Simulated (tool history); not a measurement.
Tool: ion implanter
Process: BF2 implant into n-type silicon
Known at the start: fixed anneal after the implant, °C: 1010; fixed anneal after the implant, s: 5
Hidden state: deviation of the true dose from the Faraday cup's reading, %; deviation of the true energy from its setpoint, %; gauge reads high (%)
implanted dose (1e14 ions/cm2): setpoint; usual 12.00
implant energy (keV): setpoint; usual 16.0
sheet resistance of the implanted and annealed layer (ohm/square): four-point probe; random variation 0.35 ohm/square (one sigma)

| run | hour | implanted dose (1e14 ions/cm2) | implant energy (keV) | wafers since the last listed run | hours since the last dose calibration | hours since the extraction supply was calibrated | hours since the gauge calibration | read-back reference wafer on the same gauge, sheet resistance | sheet resistance of the implanted and annealed layer (ohm/square) |
|---|---|---|---|---|---|---|---|---|---|
| 1 | 0.0 | 9.73 | 16.0 | 0 | 561.2 | 4072.8 | 298.3 | 189.96 | 242.04 |
| 2 | 25.4 | 9.73 | 16.0 | 397 | 586.6 | 4098.2 | 323.7 | 189.99 | 241.99 |
| 3 | 38.9 | 9.73 | 16.0 | 211 | 600.1 | 4111.7 | 337.2 | 190.01 | 242.23 |
| 4 | 55.7 | 12.00 | 16.0 | 262 | 616.9 | 4128.5 | 354.0 | 190.09 | 233.38 |
| 5 | 87.1 | 12.00 | 13.0 | 491 | 648.3 | 4159.9 | 385.4 | 190.11 | 259.46 |
| 6 | 105.2 | 12.86 | 16.0 | 283 | 666.4 | 4178.0 | 403.5 | 190.18 | 231.19 |
| 7 | 139.3 | 12.86 | 16.0 | 533 | 700.5 | 4212.1 | 437.6 | 190.10 | 231.59 |
| 8 | 174.4 | 12.86 | 16.0 | 548 | 735.6 | 4247.2 | 472.7 | 190.24 | 231.91 |
| 9 | 222.0 | 12.00 | 16.0 | 744 | 783.2 | 4294.8 | 520.3 | 190.31 | 234.20 |
| 10 | 252.0 | 14.47 | 17.5 | 469 | 813.2 | 4324.8 | 550.3 | 190.18 | 216.44 |
|  | 263.0 | gauge calibrated |
| 11 | 267.3 | 12.00 | 16.0 | 239 | 828.5 | 4340.1 | 4.3 | 188.02 | 230.57 |
| 12 | 281.9 | 9.12 | 16.0 | 228 | 843.1 | 4354.7 | 18.9 | 188.21 | 242.72 |
| 13 | 301.7 | 13.39 | 20.0 | 309 | 862.9 | 4374.5 | 38.7 | 188.38 | 201.60 |
|  | 316.1 | extraction supply calibrated |
| 14 | 332.9 | 9.99 | 20.0 | 362 | 894.1 | 16.8 | 69.9 | 188.73 | 212.55 |
| 15 | 347.7 | 12.00 | 12.5 | 231 | 908.9 | 31.6 | 84.7 | 188.85 | 263.07 |
|  | 357.1 | Faraday cup replaced and dose calibrated |
| 16 | 374.1 | 10.34 | 16.0 | 287 | 17.0 | 58.0 | 111.1 | 189.04 | 238.80 |
| 17 | 389.4 | 12.00 | 19.5 | 239 | 32.3 | 73.3 | 126.4 | 189.10 | 209.24 |
| 18 | 470.1 | 12.00 | 16.0 | 1261 | 113.0 | 154.0 | 207.1 | 189.57 | 233.37 |
| 19 | 503.0 | 14.90 | 11.5 | 514 | 145.9 | 186.9 | 240.0 | 189.67 | 266.51 |

What the log doesn't show, run by run:
deviation of the true dose from the Faraday cup's reading, %: 0 in every run
deviation of the true energy from its setpoint, %: 0 in every run
H1: gauge reads high (%)
| run | H1 |
|---|---|
| 1 | 1.02 |
| 2 | 1.05 |
| 3 | 1.07 |
| 4 | 1.09 |
| 5 | 1.12 |
| 6 | 1.13 |
| 7 | 1.16 |
| 8 | 1.18 |
| 9 | 1.2 |
| 10 | 1.22 |
| 11 | -0.0103 |
| 12 | 0.084 |
| 13 | 0.201 |
| 14 | 0.361 |
| 15 | 0.428 |
| 16 | 0.536 |
| 17 | 0.592 |
| 18 | 0.822 |
| 19 | 0.89 |

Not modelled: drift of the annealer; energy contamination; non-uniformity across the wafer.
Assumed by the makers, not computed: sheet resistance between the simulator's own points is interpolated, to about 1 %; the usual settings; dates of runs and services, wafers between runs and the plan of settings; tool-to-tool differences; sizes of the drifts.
